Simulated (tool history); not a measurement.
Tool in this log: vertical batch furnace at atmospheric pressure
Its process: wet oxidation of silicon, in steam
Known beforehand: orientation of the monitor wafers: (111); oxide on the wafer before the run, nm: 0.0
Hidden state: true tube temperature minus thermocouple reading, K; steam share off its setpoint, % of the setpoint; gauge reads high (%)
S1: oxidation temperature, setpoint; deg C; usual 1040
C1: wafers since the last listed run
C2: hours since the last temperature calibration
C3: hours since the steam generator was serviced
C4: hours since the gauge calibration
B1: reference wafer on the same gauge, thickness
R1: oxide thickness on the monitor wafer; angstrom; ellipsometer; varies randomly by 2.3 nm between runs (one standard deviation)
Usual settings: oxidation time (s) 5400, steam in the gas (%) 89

Run 1, hour 0.0: usual settings; C1 0; C2 1117.1; C3 954.1; C4 42.8; B1 618.82. Result: R1 6343.4 angstrom.
Run 2, hour 46.8: usual settings but oxidation time (s) 3540, steam in the gas (%) 84; C1 362; C2 1163.9; C3 1000.9; C4 89.6; B1 619.98. Result: R1 4808.7 angstrom.
Run 3, hour 100.4: usual settings but oxidation time (s) 3540, steam in the gas (%) 84; C1 414; C2 1217.5; C3 1054.5; C4 143.2; B1 619.75. Result: R1 4823.3 angstrom.
Run 4, hour 133.4: usual settings but oxidation time (s) 3540, steam in the gas (%) 84; C1 255; C2 1250.5; C3 1087.5; C4 176.2; B1 619.45. Result: R1 4795.2 angstrom.
Run 5, hour 166.0: usual settings but S1 1047 deg C; C1 252; C2 1283.1; C3 1120.1; C4 208.8; B1 619.00. Result: R1 6493.0 angstrom.
Run 6, hour 213.2: usual settings but S1 1047 deg C; C1 365; C2 1330.3; C3 1167.3; C4 256.0; B1 619.44. Result: R1 6498.4 angstrom.
Run 7, hour 257.2: usual settings but S1 1047 deg C; C1 340; C2 1374.3; C3 1211.3; C4 300.0; B1 617.49. Result: R1 6480.9 angstrom.
Run 8, hour 287.3: usual settings but S1 1054 deg C; C1 232; C2 1404.4; C3 1241.4; C4 330.1; B1 619.02. Result: R1 6653.5 angstrom.
Run 9, hour 312.6: usual settings but S1 1054 deg C; C1 195; C2 1429.7; C3 1266.7; C4 355.4; B1 619.28. Result: R1 6695.3 angstrom.
Run 10, hour 357.1: usual settings but S1 1054 deg C; C1 344; C2 1474.2; C3 1311.2; C4 399.9; B1 618.00. Result: R1 6639.7 angstrom.
Run 11, hour 421.9: usual settings but oxidation time (s) 4710; C1 501; C2 1539.0; C3 1376.0; C4 464.7; B1 619.42. Result: R1 5822.7 angstrom.
Run 12, hour 466.0: usual settings but oxidation time (s) 4710; C1 341; C2 1583.1; C3 1420.1; C4 508.8; B1 619.84. Result: R1 5853.0 angstrom.
Run 13, hour 503.0: usual settings but oxidation time (s) 4710; C1 286; C2 1620.1; C3 1457.1; C4 545.8; B1 618.71. Result: R1 5839.5 angstrom.
Run 14, hour 547.7: usual settings but S1 1064 deg C, oxidation time (s) 6930; C1 345; C2 1664.8; C3 1501.8; C4 590.5; B1 619.92. Result: R1 7909.5 angstrom.
At hour 591.1: steam generator serviced.
Run 15, hour 755.4: usual settings but S1 1049 deg C; C1 1421; C2 1872.5; C3 164.3; C4 798.2; B1 619.25. Result: R1 6753.3 angstrom.
Run 16, hour 806.4: usual settings but oxidation time (s) 4260, steam in the gas (%) 82; C1 394; C2 1923.5; C3 215.3; C4 849.2; B1 619.37. Result: R1 5414.5 angstrom.
At hour 812.4: gauge calibrated.
Run 17, hour 843.1: usual settings but S1 1062 deg C, oxidation time (s) 7680; C1 284; C2 1960.2; C3 252.0; C4 30.7; B1 617.86. Result: R1 8583.2 angstrom.
At hour 870.0: thermocouples replaced and temperature profile calibrated.
Run 18, hour 871.0: usual settings but oxidation time (s) 6750, steam in the gas (%) 84; C1 30; C2 1.0; C3 279.9; C4 58.6; B1 618.91. Result: R1 7099.5 angstrom.
Run 19, hour 910.3: usual settings; C1 304; C2 40.3; C3 319.2; C4 97.9; B1 619.11. Result: R1 6476.8 angstrom.
Run 20, hour 951.3: usual settings but S1 1032 deg C, oxidation time (s) 3270, steam in the gas (%) 86; C1 317; C2 81.3; C3 360.2; C4 138.9; B1 619.01. Result: R1 4556.8 angstrom.
Run 21, hour 1008.3: usual settings but oxidation time (s) 2850; C1 441; C2 138.3; C3 417.2; C4 195.9; B1 620.09. Result: R1 4440.9 angstrom.
Run 22, hour 1046.7: usual settings; C1 297; C2 176.7; C3 455.6; C4 234.3; B1 618.84. Result: R1 6401.9 angstrom.
Run 23, hour 1096.8: usual settings; C1 387; C2 226.8; C3 505.7; C4 284.4; B1 618.45. Result: R1 6361.7 angstrom.
Run 24, hour 1137.6: usual settings but S1 1034 deg C, steam in the gas (%) 96; C1 315; C2 267.6; C3 546.5; C4 325.2; B1 618.14. Result: R1 6524.2 angstrom.
Run 25, hour 1165.5: usual settings but S1 1049 deg C, oxidation time (s) 3510, steam in the gas (%) 78; C1 215; C2 295.5; C3 574.4; C4 353.1; B1 619.72. Result: R1 4837.9 angstrom.
Run 26, hour 1194.5: usual settings; C1 224; C2 324.5; C3 603.4; C4 382.1; B1 619.42. Result: R1 6368.1 angstrom.

4 options for the next run, each taken on its own from the tool as it stands now. Forecast them:
Run A, hour 1200.2: usual settings; C1 44; C2 330.2; C3 609.1; C4 387.8; B1 ?. Result: R1 ?.
Run B, hour 1200.2: usual settings but S1 1031 deg C, steam in the gas (%) 95; C1 44; C2 330.2; C3 609.1; C4 387.8; B1 ?. Result: R1 ?.
Run C, hour 1200.2: usual settings but S1 1061 deg C, oxidation time (s) 2940, steam in the gas (%) 78; C1 44; C2 330.2; C3 609.1; C4 387.8; B1 ?. Result: R1 ?.
Run D, hour 1200.2: usual settings but S1 1025 deg C, steam in the gas (%) 84; C1 44; C2 330.2; C3 609.1; C4 387.8; B1 ?. Result: R1 ?.

run      B1      R1
  A  619.43  6372.3
  B  619.43  6364.6
  C  619.43  4579.0
  D  619.43  5775.6
Take away the tool's hidden state, keep each run's random variation, and the runs would have read:
run      R1
  A  6627.4
  B  6621.6
  C  4764.7
  D  6012.8
